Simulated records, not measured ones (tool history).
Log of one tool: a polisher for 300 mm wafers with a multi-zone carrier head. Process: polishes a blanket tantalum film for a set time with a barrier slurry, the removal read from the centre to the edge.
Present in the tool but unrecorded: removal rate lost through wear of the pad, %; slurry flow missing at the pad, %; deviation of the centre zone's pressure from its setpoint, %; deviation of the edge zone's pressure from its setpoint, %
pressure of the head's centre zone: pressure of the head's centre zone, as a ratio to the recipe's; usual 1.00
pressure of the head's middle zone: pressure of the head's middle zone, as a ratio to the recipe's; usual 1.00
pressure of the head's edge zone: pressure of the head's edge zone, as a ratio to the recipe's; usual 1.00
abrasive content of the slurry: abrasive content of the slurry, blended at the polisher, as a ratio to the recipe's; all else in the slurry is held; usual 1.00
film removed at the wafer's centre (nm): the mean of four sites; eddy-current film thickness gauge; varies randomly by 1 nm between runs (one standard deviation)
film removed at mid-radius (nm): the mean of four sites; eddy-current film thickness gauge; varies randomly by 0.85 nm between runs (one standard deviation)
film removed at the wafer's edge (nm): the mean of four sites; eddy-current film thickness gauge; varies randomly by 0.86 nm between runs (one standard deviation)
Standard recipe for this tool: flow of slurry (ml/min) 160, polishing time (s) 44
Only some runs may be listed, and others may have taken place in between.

| run | hour | flow of slurry (ml/min) | pressure of the head's centre zone | pressure of the head's middle zone | pressure of the head's edge zone | abrasive content of the slurry | polishing time (s) | wafers since the last listed run | wafers polished on this pad | hours since the slurry nozzle was cleaned | hours since the centre zone pressure was calibrated | hours since the edge zone pressure was calibrated | hours since the carrier head's membrane was replaced | incoming thickness of the incoming film, nm | film removed at the wafer's centre (nm) | film removed at mid-radius (nm) | film removed at the wafer's edge (nm) |
|---|---|---|---|---|---|---|---|---|---|---|---|---|---|---|---|---|---|
| 1 | 0.0 | 160 | 1.00 | 1.00 | 0.95 | 1.00 | 44 | 0 | 289 | 427.9 | 546.2 | 723.9 | 2026.4 | 224.2 | 71.9 | 73.4 | 72.7 |
| 2 | 8.1 | 160 | 1.00 | 1.00 | 0.95 | 1.00 | 44 | 85 | 375 | 436.0 | 554.3 | 732.0 | 2034.5 | 218.5 | 71.8 | 72.6 | 71.2 |
| 3 | 16.4 | 160 | 1.00 | 1.00 | 1.00 | 1.00 | 44 | 87 | 463 | 444.3 | 562.6 | 740.3 | 2042.8 | 218.6 | 72.6 | 74.6 | 72.1 |
| 4 | 30.7 | 160 | 1.00 | 1.00 | 1.00 | 0.80 | 44 | 151 | 614 | 458.6 | 576.9 | 754.6 | 2057.1 | 220.7 | 66.6 | 68.3 | 68.1 |
| 5 | 46.7 | 160 | 1.04 | 1.00 | 1.00 | 1.00 | 44 | 169 | 783 | 474.6 | 592.9 | 770.6 | 2073.1 | 221.8 | 74.0 | 73.8 | 73.1 |
|  | 58.7 | slurry nozzle cleaned |
|  | 60.1 | edge zone pressure recalibrated |
| 6 | 62.3 | 160 | 1.00 | 1.07 | 1.00 | 1.00 | 55 | 139 | 922 | 3.6 | 608.5 | 2.2 | 2088.7 | 218.7 | 83.7 | 91.8 | 87.9 |
|  | 68.7 | worn pad replaced by a new one |
|  | 72.9 | carrier head's membrane replaced by a new one |
| 7 | 75.4 | 160 | 1.00 | 0.93 | 0.93 | 1.10 | 38 | 51 | 25 | 16.7 | 621.6 | 15.3 | 2.5 | 219.4 | 58.3 | 57.6 | 60.6 |
| 8 | 85.2 | 160 | 1.09 | 1.00 | 1.00 | 1.00 | 44 | 103 | 129 | 26.5 | 631.4 | 25.1 | 12.3 | 221.2 | 70.2 | 68.0 | 70.8 |
| 9 | 95.9 | 160 | 0.97 | 1.00 | 1.00 | 1.00 | 33 | 113 | 242 | 37.2 | 642.1 | 35.8 | 23.0 | 217.2 | 47.9 | 51.4 | 52.5 |
| 10 | 111.4 | 160 | 1.00 | 1.00 | 1.00 | 1.00 | 44 | 163 | 406 | 52.7 | 657.6 | 51.3 | 38.5 | 218.4 | 65.9 | 67.5 | 69.3 |
| 11 | 119.9 | 160 | 0.91 | 1.00 | 1.00 | 1.00 | 44 | 89 | 496 | 61.2 | 666.1 | 59.8 | 47.0 | 223.6 | 60.9 | 67.7 | 69.3 |
|  | 132.4 | centre zone pressure recalibrated |
| 12 | 140.1 | 160 | 1.00 | 1.00 | 1.06 | 0.75 | 44 | 192 | 688 | 81.4 | 7.7 | 80.0 | 67.2 | 220.5 | 59.1 | 61.6 | 66.4 |
|  | 151.3 | slurry nozzle cleaned, repeated, since the last time left the tool worse |
|  | 152.6 | worn pad replaced by a new one |
| 13 | 153.1 | 160 | 0.95 | 1.11 | 1.00 | 1.00 | 59 | 112 | 4 | 1.8 | 20.7 | 93.0 | 80.2 | 219.7 | 97.2 | 109.2 | 99.6 |
| 14 | 163.1 | 140 | 1.00 | 1.08 | 0.94 | 1.00 | 44 | 105 | 110 | 11.8 | 30.7 | 103.0 | 90.2 | 221.2 | 71.8 | 78.9 | 70.1 |
| 15 | 172.1 | 160 | 1.08 | 1.00 | 1.00 | 1.00 | 44 | 95 | 205 | 20.8 | 39.7 | 112.0 | 99.2 | 222.3 | 77.2 | 76.9 | 74.9 |
| 16 | 180.2 | 185 | 1.11 | 1.00 | 1.07 | 0.85 | 44 | 85 | 291 | 28.9 | 47.8 | 120.1 | 107.3 | 219.0 | 77.4 | 73.0 | 75.9 |
| 17 | 193.7 | 160 | 1.00 | 1.00 | 1.00 | 1.00 | 44 | 142 | 434 | 42.4 | 61.3 | 133.6 | 120.8 | 219.7 | 74.8 | 75.1 | 74.6 |
| 18 | 206.0 | 160 | 1.00 | 1.00 | 1.00 | 1.00 | 44 | 130 | 564 | 54.7 | 73.6 | 145.9 | 133.1 | 221.5 | 74.2 | 74.8 | 73.6 |
| 19 | 223.9 | 210 | 0.91 | 1.00 | 1.07 | 1.00 | 34 | 189 | 753 | 72.6 | 91.5 | 163.8 | 151.0 | 218.3 | 53.9 | 59.4 | 61.1 |
| 20 | 230.1 | 160 | 1.00 | 1.08 | 1.00 | 1.00 | 44 | 65 | 818 | 78.8 | 97.7 | 170.0 | 157.2 | 219.8 | 74.4 | 79.0 | 73.5 |
| 21 | 236.5 | 185 | 1.00 | 1.00 | 1.00 | 1.00 | 54 | 67 | 886 | 85.2 | 104.1 | 176.4 | 163.6 | 222.3 | 91.6 | 92.6 | 92.2 |

Alternative continuations, all from the tool just after run 21; predict every row:
| A | 236.9 | 160 | 1.00 | 1.00 | 1.00 | 1.00 | 44 | 4 | 890 | 85.6 | 104.5 | 176.8 | 164.0 | 221.4 | ? | ? | ? |
| B | 236.9 | 160 | 1.00 | 1.00 | 0.90 | 1.00 | 58 | 4 | 890 | 85.6 | 104.5 | 176.8 | 164.0 | 221.4 | ? | ? | ? |
| C | 236.9 | 160 | 0.94 | 1.00 | 1.00 | 0.70 | 39 | 4 | 890 | 85.6 | 104.5 | 176.8 | 164.0 | 221.4 | ? | ? | ? |
| D | 236.9 | 200 | 1.00 | 1.04 | 1.00 | 1.00 | 44 | 4 | 890 | 85.6 | 104.5 | 176.8 | 164.0 | 221.4 | ? | ? | ? |
| E | 236.9 | 160 | 1.05 | 1.00 | 1.09 | 1.00 | 53 | 4 | 890 | 85.6 | 104.5 | 176.8 | 164.0 | 221.4 | ? | ? | ? |

| run | film removed at the wafer's centre (nm) | film removed at mid-radius (nm) | film removed at the wafer's edge (nm) |
|---|---|---|---|
| A | 71.9 | 75.4 | 73.9 |
| B | 94.8 | 99.3 | 93.0 |
| C | 55.1 | 60.5 | 59.3 |
| D | 74.6 | 80.3 | 75.6 |
| E | 89.9 | 90.7 | 92.6 |
With no hidden state in the tool, these same runs would have given:
| run | film removed at the wafer's centre (nm) | film removed at mid-radius (nm) | film removed at the wafer's edge (nm) |
|---|---|---|---|
| A | 73.1 | 76.5 | 74.7 |
| B | 96.4 | 100.8 | 94.0 |
| C | 56.0 | 61.3 | 59.9 |
| D | 75.6 | 81.3 | 76.2 |
| E | 91.4 | 92.1 | 93.5 |

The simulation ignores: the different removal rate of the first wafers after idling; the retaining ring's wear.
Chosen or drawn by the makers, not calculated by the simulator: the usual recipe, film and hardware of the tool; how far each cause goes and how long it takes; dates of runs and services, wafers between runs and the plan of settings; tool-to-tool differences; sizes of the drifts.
